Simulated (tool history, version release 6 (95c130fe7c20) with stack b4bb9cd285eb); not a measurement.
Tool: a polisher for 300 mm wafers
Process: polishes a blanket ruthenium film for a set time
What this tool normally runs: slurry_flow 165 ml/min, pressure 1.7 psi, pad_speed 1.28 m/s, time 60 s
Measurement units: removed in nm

run	hour	slurry_flow	pressure	pad_speed	time	wafers since the last listed run	wafers polished on this pad	hours since the slurry nozzle was cleaned	hours since the head pressure was calibrated	incoming thickness of the incoming film, nm	removed
1	0	165	1.7	1.18	60	0	2928	771	732.9	489.2	64.2
2	61.2	165	1.7	1.28	60	1051	3979	832.2	794.1	479.1	69
# hour 78.2: slurry nozzle cleaned
3	149.8	165	1.3	1.28	60	1504	5484	71.6	882.7	471.8	55.7
4	213.5	165	1.3	1.28	60	1093	6578	135.3	946.4	475.1	54.9
# hour 220.3: worn pad replaced by a new one
5	301	165	1.5	1.28	60	1434	1386	222.8	1033.9	480.3	66.3
6	397.6	165	1.5	1.28	60	1659	3045	319.4	1130.5	474	64.9
7	503.5	165	1.5	1.28	60	1818	4864	425.3	1236.4	479	64.3
8	590.5	165	2.2	0.94	60	1494	6358	512.3	1323.4	483.9	64.6
# hour 620.5: worn pad replaced by a new one
9	663.2	165	1.7	1.28	44	1179	734	585	1396.1	485.9	55.1
10	724.3	165	1.7	1.28	60	1049	1783	646.1	1457.2	486.3	74
11	777.7	165	1.7	1.28	60	917	2700	699.5	1510.6	480.2	73.5
# hour 793: slurry nozzle cleaned
# hour 808.4: head pressure recalibrated
12	844.6	165	1.7	1.28	71	1097	3798	51.6	36.2	476.7	75.5
13	895	165	1.7	1.28	71	865	4663	102	86.6	481.6	76.7
# hour 964.5: worn pad replaced by a new one
14	987.1	165	1.9	1.28	60	1513	387	194.1	178.7	477	73.5
15	1040.7	110	1.7	1.1	60	920	1308	247.7	232.3	480.3	53.5
16	1113.7	165	1.7	1.28	60	1253	2561	320.7	305.3	472.6	64.8
17	1213.1	165	1.5	1.28	60	1707	4268	420.1	404.7	485.2	58.9
18	1270.2	220	1.3	0.9	60	980	5249	477.2	461.8	483.9	38.1
19	1325.6	215	1.9	1.66	60	951	6201	532.6	517.2	480.2	94.7
# hour 1337.9: worn pad replaced by a new one
20	1365.4	165	1.7	1.28	49	614	471	572.4	557	480.2	56.7
21	1467	220	2	1.02	79	1744	2216	674	658.6	477.7	85.9
22	1520.1	215	1.9	1.66	60	911	3128	727.1	711.7	481.7	100.9
# hour 1613: slurry nozzle cleaned
23	1624.1	165	1.7	1.28	60	1768	4897	11.1	815.7	479.8	67
24	1689	165	1.7	1.28	49	1114	6012	76	880.6	475.2	54.8
# hour 1723.9: worn pad replaced by a new one
25	1750.7	165	2.1	1.28	60	990	459	137.7	942.3	475	84.8
26	1847.7	210	1.7	1.14	60	1665	2125	234.7	1039.3	476.3	63.8
27	1950.7	165	1.9	1.56	67	1768	3894	337.7	1142.3	479.7	104.2

Below are 4 alternative next runs, each starting from the tool's condition after run 27. Predict each:
A	1951.1	165	2	1.28	60	6	3901	338.1	1142.7	480.2	?
B	1951.1	115	1.5	1.28	52	6	3901	338.1	1142.7	480.2	?
C	1951.1	165	1.7	1.1	60	6	3901	338.1	1142.7	480.2	?
D	1951.1	145	1.5	1.46	75	6	3901	338.1	1142.7	480.2	?

run	removed
A	79.8
B	50.9
C	59.8
D	87.5
The same runs, with their run-to-run variation unchanged, on a tool lacking any hidden condition would have given:
run	removed
A	77.3
B	49.3
C	57.9
D	84.8
